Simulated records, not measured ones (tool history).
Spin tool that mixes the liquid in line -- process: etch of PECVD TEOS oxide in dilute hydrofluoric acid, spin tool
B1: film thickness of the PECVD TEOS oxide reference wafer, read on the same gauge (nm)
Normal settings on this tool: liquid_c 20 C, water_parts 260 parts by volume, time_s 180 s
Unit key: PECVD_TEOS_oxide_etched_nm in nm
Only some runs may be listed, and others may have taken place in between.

run 1 day=0 | liquid_c=20 water_parts=260 time_s=180 | B1=70.02 | PECVD_TEOS_oxide_etched_nm=6.05
run 2 day=0.338 | liquid_c=20 water_parts=260 time_s=180 | B1=70.04 | PECVD_TEOS_oxide_etched_nm=6.05
run 3 day=1.038 | liquid_c=20 water_parts=330 time_s=180 | B1=69.98 | PECVD_TEOS_oxide_etched_nm=4.51
run 4 day=1.712 | liquid_c=20 water_parts=175 time_s=180 | B1=70.03 | PECVD_TEOS_oxide_etched_nm=9.72
run 5 day=2.175 | liquid_c=20 water_parts=260 time_s=180 | B1=70.02 | PECVD_TEOS_oxide_etched_nm=6.12
run 6 day=2.725 | liquid_c=20 water_parts=260 time_s=180 | B1=69.97 | PECVD_TEOS_oxide_etched_nm=6.1
run 7 day=3.033 | liquid_c=20 water_parts=260 time_s=180 | B1=69.96 | PECVD_TEOS_oxide_etched_nm=6.07
run 8 day=3.392 | liquid_c=20 water_parts=260 time_s=180 | B1=70 | PECVD_TEOS_oxide_etched_nm=6.09
run 9 day=3.746 | liquid_c=20 water_parts=260 time_s=180 | B1=70.02 | PECVD_TEOS_oxide_etched_nm=6.12
run 10 day=4.138 | liquid_c=20 water_parts=260 time_s=180 | B1=70.01 | PECVD_TEOS_oxide_etched_nm=6.07
run 11 day=4.592 | liquid_c=20 water_parts=260 time_s=180 | B1=69.98 | PECVD_TEOS_oxide_etched_nm=6.1
-- day=4.9 thermometer replaced
run 12 day=5.154 | liquid_c=20 water_parts=260 time_s=180 | B1=70.01 | PECVD_TEOS_oxide_etched_nm=6.11
run 13 day=5.838 | liquid_c=17 water_parts=260 time_s=180 | B1=70.02 | PECVD_TEOS_oxide_etched_nm=5.44
run 14 day=6.333 | liquid_c=20 water_parts=260 time_s=180 | B1=69.99 | PECVD_TEOS_oxide_etched_nm=6.11
run 15 day=6.767 | liquid_c=22.5 water_parts=135 time_s=245 | B1=69.96 | PECVD_TEOS_oxide_etched_nm=19.85
run 16 day=8.2 | liquid_c=20 water_parts=260 time_s=130 | B1=70 | PECVD_TEOS_oxide_etched_nm=4.42
run 17 day=8.65 | liquid_c=20 water_parts=260 time_s=180 | B1=69.99 | PECVD_TEOS_oxide_etched_nm=6.16
run 18 day=8.983 | liquid_c=20 water_parts=260 time_s=180 | B1=69.97 | PECVD_TEOS_oxide_etched_nm=6.12
run 19 day=9.288 | liquid_c=17 water_parts=210 time_s=225 | B1=69.96 | PECVD_TEOS_oxide_etched_nm=8.84
run 20 day=9.808 | liquid_c=20 water_parts=320 time_s=180 | B1=69.99 | PECVD_TEOS_oxide_etched_nm=4.73
-- day=10.146 gauge calibrated
run 21 day=10.408 | liquid_c=21.5 water_parts=260 time_s=180 | B1=70.03 | PECVD_TEOS_oxide_etched_nm=6.46
run 22 day=10.775 | liquid_c=24 water_parts=260 time_s=100 | B1=70 | PECVD_TEOS_oxide_etched_nm=3.98
-- day=11.083 hydrofluoric acid flow meter replaced
run 23 day=12.646 | liquid_c=20 water_parts=295 time_s=180 | B1=70.03 | PECVD_TEOS_oxide_etched_nm=4.69
run 24 day=13.321 | liquid_c=20 water_parts=300 time_s=130 | B1=69.98 | PECVD_TEOS_oxide_etched_nm=3.31
run 25 day=13.946 | liquid_c=22.5 water_parts=260 time_s=180 | B1=69.97 | PECVD_TEOS_oxide_etched_nm=6.02
run 26 day=14.354 | liquid_c=20 water_parts=260 time_s=180 | B1=69.99 | PECVD_TEOS_oxide_etched_nm=5.55
run 27 day=15.017 | liquid_c=20 water_parts=165 time_s=180 | B1=69.95 | PECVD_TEOS_oxide_etched_nm=9.54
run 28 day=15.562 | liquid_c=17.5 water_parts=310 time_s=255 | B1=70.01 | PECVD_TEOS_oxide_etched_nm=5.77
run 29 day=15.833 | liquid_c=20 water_parts=260 time_s=180 | B1=70.04 | PECVD_TEOS_oxide_etched_nm=5.54

Alternative continuations, all from the tool just after run 29; predict every row:
run A day=15.854 | liquid_c=20 water_parts=260 time_s=180 | B1=? | PECVD_TEOS_oxide_etched_nm=?
run B day=15.854 | liquid_c=22.5 water_parts=260 time_s=280 | B1=? | PECVD_TEOS_oxide_etched_nm=?
run C day=15.854 | liquid_c=17 water_parts=355 time_s=90 | B1=? | PECVD_TEOS_oxide_etched_nm=?

run=A B1=69.98 PECVD_TEOS_oxide_etched_nm=5.54
run=B B1=69.98 PECVD_TEOS_oxide_etched_nm=9.44
run=C B1=69.98 PECVD_TEOS_oxide_etched_nm=1.67
Stripped of hidden state, with their random variation kept, the same runs would have yielded:
run=A PECVD_TEOS_oxide_etched_nm=5.38
run=B PECVD_TEOS_oxide_etched_nm=9.18
run=C PECVD_TEOS_oxide_etched_nm=1.62
